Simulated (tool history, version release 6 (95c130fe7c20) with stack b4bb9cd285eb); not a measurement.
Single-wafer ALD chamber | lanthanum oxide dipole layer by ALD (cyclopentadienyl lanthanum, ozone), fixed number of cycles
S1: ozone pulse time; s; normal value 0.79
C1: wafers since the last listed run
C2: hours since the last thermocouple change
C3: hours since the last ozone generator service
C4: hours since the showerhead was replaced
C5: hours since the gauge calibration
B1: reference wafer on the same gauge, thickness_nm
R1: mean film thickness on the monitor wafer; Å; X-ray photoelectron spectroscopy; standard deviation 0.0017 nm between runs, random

| run | hour | S1 | C1 | C2 | C3 | C4 | C5 | B1 | R1 |
|---|---|---|---|---|---|---|---|---|---|
| 1 | 0.0 | 0.58 | 0 | 1576.0 | 69.5 | 5011.1 | 838.5 | 0.420 | 3.99 |
| 2 | 57.9 | 0.58 | 551 | 1633.9 | 127.4 | 5069.0 | 896.4 | 0.420 | 4.00 |
| 3 | 125.3 | 0.58 | 642 | 1701.3 | 194.8 | 5136.4 | 963.8 | 0.420 | 3.97 |
| 4 | 181.8 | 0.64 | 538 | 1757.8 | 251.3 | 5192.9 | 1020.3 | 0.420 | 4.09 |
| 5 | 222.0 | 0.95 | 383 | 1798.0 | 291.5 | 5233.1 | 1060.5 | 0.420 | 4.68 |
| 6 | 257.0 | 0.95 | 333 | 1833.0 | 326.5 | 5268.1 | 1095.5 | 0.419 | 4.65 |
| 7 | 301.7 | 0.95 | 425 | 1877.7 | 371.2 | 5312.8 | 1140.2 | 0.420 | 4.65 |
| 8 | 362.2 | 1.00 | 576 | 1938.2 | 431.7 | 5373.3 | 1200.7 | 0.419 | 4.75 |
|  | 440.0 | showerhead replaced |
| 9 | 440.5 | 1.00 | 669 | 2016.5 | 510.0 | 0.5 | 1279.0 | 0.421 | 4.72 |
| 10 | 478.1 | 0.67 | 358 | 2054.1 | 547.6 | 38.1 | 1316.6 | 0.420 | 4.15 |
|  | 491.0 | gauge calibrated |
| 11 | 509.4 | 0.79 | 298 | 2085.4 | 578.9 | 69.4 | 18.4 | 0.420 | 4.37 |
| 12 | 571.2 | 0.79 | 588 | 2147.2 | 640.7 | 131.2 | 80.2 | 0.420 | 4.40 |
| 13 | 642.7 | 0.79 | 681 | 2218.7 | 712.2 | 202.7 | 151.7 | 0.420 | 4.37 |
| 14 | 695.0 | 0.79 | 498 | 2271.0 | 764.5 | 255.0 | 204.0 | 0.420 | 4.37 |
| 15 | 734.3 | 0.79 | 374 | 2310.3 | 803.8 | 294.3 | 243.3 | 0.420 | 4.37 |
| 16 | 763.2 | 0.93 | 275 | 2339.2 | 832.7 | 323.2 | 272.2 | 0.420 | 4.61 |
|  | 819.4 | ozone generator serviced |
| 17 | 880.9 | 0.79 | 1045 | 2456.9 | 61.5 | 440.9 | 389.9 | 0.419 | 4.46 |
|  | 893.2 | thermocouple changed; heater temperature recalibrated |
| 18 | 912.6 | 0.98 | 225 | 19.4 | 93.2 | 472.6 | 421.6 | 0.419 | 4.71 |
| 19 | 957.9 | 0.58 | 431 | 64.7 | 138.5 | 517.9 | 466.9 | 0.420 | 3.99 |
| 20 | 1007.5 | 0.92 | 472 | 114.3 | 188.1 | 567.5 | 516.5 | 0.420 | 4.64 |
| 21 | 1064.7 | 0.62 | 545 | 171.5 | 245.3 | 624.7 | 573.7 | 0.420 | 4.03 |
| 22 | 1119.1 | 1.06 | 518 | 225.9 | 299.7 | 679.1 | 628.1 | 0.420 | 4.77 |
| 23 | 1145.4 | 0.68 | 250 | 252.2 | 326.0 | 705.4 | 654.4 | 0.420 | 4.18 |
| 24 | 1187.5 | 0.54 | 401 | 294.3 | 368.1 | 747.5 | 696.5 | 0.420 | 3.85 |
| 25 | 1217.2 | 0.55 | 283 | 324.0 | 397.8 | 777.2 | 726.2 | 0.420 | 3.86 |
| 26 | 1388.6 | 0.66 | 1633 | 495.4 | 569.2 | 948.6 | 897.6 | 0.421 | 4.12 |
| 27 | 1460.2 | 0.62 | 682 | 567.0 | 640.8 | 1020.2 | 969.2 | 0.420 | 4.02 |

5 ways to go on from here, each from the tool as it stands after run 27. What would each give?
| A | 1460.6 | 0.53 | 3 | 567.4 | 641.2 | 1020.6 | 969.6 | ? | ? |
| B | 1460.6 | 0.70 | 3 | 567.4 | 641.2 | 1020.6 | 969.6 | ? | ? |
| C | 1460.6 | 0.52 | 3 | 567.4 | 641.2 | 1020.6 | 969.6 | ? | ? |
| D | 1460.6 | 0.60 | 3 | 567.4 | 641.2 | 1020.6 | 969.6 | ? | ? |
| E | 1460.6 | 0.51 | 3 | 567.4 | 641.2 | 1020.6 | 969.6 | ? | ? |

| run | B1 | R1 |
|---|---|---|
| A | 0.421 | 3.78 |
| B | 0.421 | 4.18 |
| C | 0.421 | 3.76 |
| D | 0.421 | 3.96 |
| E | 0.421 | 3.73 |
Take away the tool's hidden state, keep each run's random variation, and the runs would have read:
| run | R1 |
|---|---|
| A | 3.89 |
| B | 4.28 |
| C | 3.86 |
| D | 4.06 |
| E | 3.83 |
